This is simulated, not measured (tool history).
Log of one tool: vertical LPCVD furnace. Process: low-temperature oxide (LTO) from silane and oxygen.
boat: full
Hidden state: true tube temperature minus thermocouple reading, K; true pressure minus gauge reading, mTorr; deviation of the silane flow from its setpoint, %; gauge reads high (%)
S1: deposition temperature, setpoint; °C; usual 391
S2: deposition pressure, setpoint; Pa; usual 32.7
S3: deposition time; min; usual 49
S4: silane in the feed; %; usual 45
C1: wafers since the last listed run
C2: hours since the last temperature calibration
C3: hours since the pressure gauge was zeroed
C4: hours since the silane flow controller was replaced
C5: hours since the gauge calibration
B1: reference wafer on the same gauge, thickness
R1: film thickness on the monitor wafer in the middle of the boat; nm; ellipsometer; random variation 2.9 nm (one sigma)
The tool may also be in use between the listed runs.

run 1 hour=0 | S1=397 S2=32.7 S3=49 S4=45 | C1=0 C2=1721.4 C3=1296 C4=5154 C5=1253 | B1=576.79 | R1=576.17
run 2 hour=106.8 | S1=397 S2=32.7 S3=49 S4=45 | C1=1267 C2=1828.2 C3=1402.8 C4=5260.8 C5=1359.8 | B1=576.62 | R1=574.38
run 3 hour=196.5 | S1=391 S2=32.7 S3=49 S4=45 | C1=1064 C2=1917.9 C3=1492.5 C4=5350.5 C5=1449.5 | B1=576.27 | R1=536.18
run 4 hour=269.1 | S1=391 S2=32.7 S3=49 S4=45 | C1=861 C2=1990.5 C3=1565.1 C4=5423.1 C5=1522.1 | B1=578.18 | R1=541.38
-- hour=270 gauge calibrated
run 5 hour=323.3 | S1=391 S2=32.7 S3=49 S4=45 | C1=643 C2=2044.7 C3=1619.3 C4=5477.3 C5=53.3 | B1=576.66 | R1=539.78
run 6 hour=420.2 | S1=391 S2=32.7 S3=63 S4=50 | C1=1150 C2=2141.6 C3=1716.2 C4=5574.2 C5=150.2 | B1=577.28 | R1=757.21
run 7 hour=466.2 | S1=391 S2=32.7 S3=63 S4=50 | C1=546 C2=2187.6 C3=1762.2 C4=5620.2 C5=196.2 | B1=577.99 | R1=761.56
run 8 hour=518.5 | S1=391 S2=32.7 S3=63 S4=50 | C1=620 C2=2239.9 C3=1814.5 C4=5672.5 C5=248.5 | B1=576.33 | R1=761.08
run 9 hour=570.5 | S1=391 S2=27.3 S3=49 S4=50 | C1=617 C2=2291.9 C3=1866.5 C4=5724.5 C5=300.5 | B1=578.12 | R1=497.19
-- hour=603.6 thermocouples replaced and temperature profile calibrated
-- hour=615.4 silane flow controller replaced
run 10 hour=699.9 | S1=391 S2=27.3 S3=49 S4=50 | C1=1110 C2=96.3 C3=1995.9 C4=84.5 C5=429.9 | B1=576.72 | R1=492.81
run 11 hour=753.5 | S1=391 S2=27.3 S3=49 S4=50 | C1=636 C2=149.9 C3=2049.5 C4=138.1 C5=483.5 | B1=575.76 | R1=488
run 12 hour=821.2 | S1=387 S2=32.7 S3=49 S4=45 | C1=803 C2=217.6 C3=2117.2 C4=205.8 C5=551.2 | B1=575.93 | R1=508.59
run 13 hour=882.7 | S1=387 S2=32.7 S3=49 S4=45 | C1=730 C2=279.1 C3=2178.7 C4=267.3 C5=612.7 | B1=577.01 | R1=506.06
run 14 hour=948.8 | S1=398 S2=28.7 S3=43.5 S4=43 | C1=784 C2=345.2 C3=2244.8 C4=333.4 C5=678.8 | B1=576.33 | R1=424.76
run 15 hour=996.1 | S1=391 S2=28.7 S3=49 S4=45 | C1=561 C2=392.5 C3=2292.1 C4=380.7 C5=726.1 | B1=575.88 | R1=466.42
run 16 hour=1101.8 | S1=391 S2=32.7 S3=66.5 S4=42 | C1=1254 C2=498.2 C3=2397.8 C4=486.4 C5=831.8 | B1=577.91 | R1=672.54
-- hour=1185.2 pressure gauge zeroed
run 17 hour=1201.5 | S1=391 S2=32.7 S3=49 S4=45 | C1=898 C2=597.9 C3=16.3 C4=586.1 C5=931.5 | B1=576.66 | R1=547.76
run 18 hour=1305.2 | S1=391 S2=32.7 S3=49 S4=45 | C1=1230 C2=701.6 C3=120 C4=689.8 C5=1035.2 | B1=577.3 | R1=552.1
run 19 hour=1347.8 | S1=391 S2=32.7 S3=49 S4=37 | C1=505 C2=744.2 C3=162.6 C4=732.4 C5=1077.8 | B1=576.19 | R1=435.28
run 20 hour=1423.6 | S1=391 S2=32.7 S3=49 S4=45 | C1=899 C2=820 C3=238.4 C4=808.2 C5=1153.6 | B1=576.08 | R1=547.61
run 21 hour=1477.2 | S1=387 S2=30 S3=49 S4=50 | C1=636 C2=873.6 C3=292 C4=861.8 C5=1207.2 | B1=576.78 | R1=532.3
-- hour=1656.5 gauge calibrated
run 22 hour=1712.4 | S1=391 S2=32.7 S3=49 S4=45 | C1=2791 C2=1108.8 C3=527.2 C4=1097 C5=55.9 | B1=576.55 | R1=545.63
run 23 hour=1802.5 | S1=391 S2=36 S3=49 S4=45 | C1=1069 C2=1198.9 C3=617.3 C4=1187.1 C5=146 | B1=577.14 | R1=595.69
run 24 hour=1845.6 | S1=383 S2=32.7 S3=49 S4=45 | C1=511 C2=1242 C3=660.4 C4=1230.2 C5=189.1 | B1=576 | R1=500.3
run 25 hour=1931.2 | S1=391 S2=25.3 S3=49 S4=45 | C1=1016 C2=1327.6 C3=746 C4=1315.8 C5=274.7 | B1=575.76 | R1=421.65
run 26 hour=1979.4 | S1=386 S2=27.3 S3=65 S4=41 | C1=572 C2=1375.8 C3=794.2 C4=1364 C5=322.9 | B1=578.17 | R1=513.02
run 27 hour=2044.6 | S1=391 S2=36.7 S3=49 S4=45 | C1=773 C2=1441 C3=859.4 C4=1429.2 C5=388.1 | B1=577.71 | R1=609.21
run 28 hour=2091.5 | S1=403 S2=25.3 S3=64.5 S4=50 | C1=556 C2=1487.9 C3=906.3 C4=1476.1 C5=435 | B1=577.47 | R1=691.04
run 29 hour=2156.4 | S1=401 S2=32.7 S3=49 S4=45 | C1=770 C2=1552.8 C3=971.2 C4=1541 C5=499.9 | B1=578.55 | R1=599.92
run 30 hour=2196.7 | S1=381 S2=32.7 S3=67 S4=45 | C1=478 C2=1593.1 C3=1011.5 C4=1581.3 C5=540.2 | B1=576.95 | R1=656.55
run 31 hour=2325.4 | S1=381 S2=36.7 S3=65 S4=38 | C1=1527 C2=1721.8 C3=1140.2 C4=1710 C5=668.9 | B1=576 | R1=591.46

4 ways to go on from here, each from the tool as it stands after run 31. What would each give?
run A hour=2329.3 | S1=391 S2=32.7 S3=49 S4=39 | C1=46 C2=1725.7 C3=1144.1 C4=1713.9 C5=672.8 | B1=? | R1=?
run B hour=2329.3 | S1=391 S2=40 S3=49 S4=50 | C1=46 C2=1725.7 C3=1144.1 C4=1713.9 C5=672.8 | B1=? | R1=?
run C hour=2329.3 | S1=391 S2=36.7 S3=65.5 S4=45 | C1=46 C2=1725.7 C3=1144.1 C4=1713.9 C5=672.8 | B1=? | R1=?
run D hour=2329.3 | S1=397 S2=40 S3=58.5 S4=41 | C1=46 C2=1725.7 C3=1144.1 C4=1713.9 C5=672.8 | B1=? | R1=?

run=A B1=576.52 R1=460.51
run=B B1=576.52 R1=738.06
run=C B1=576.52 R1=816.47
run=D B1=576.52 R1=766.62
Without the tool's hidden state the same runs would have given:
run=A R1=464.5
run=B R1=743.28
run=C R1=822.77
run=D R1=772.04
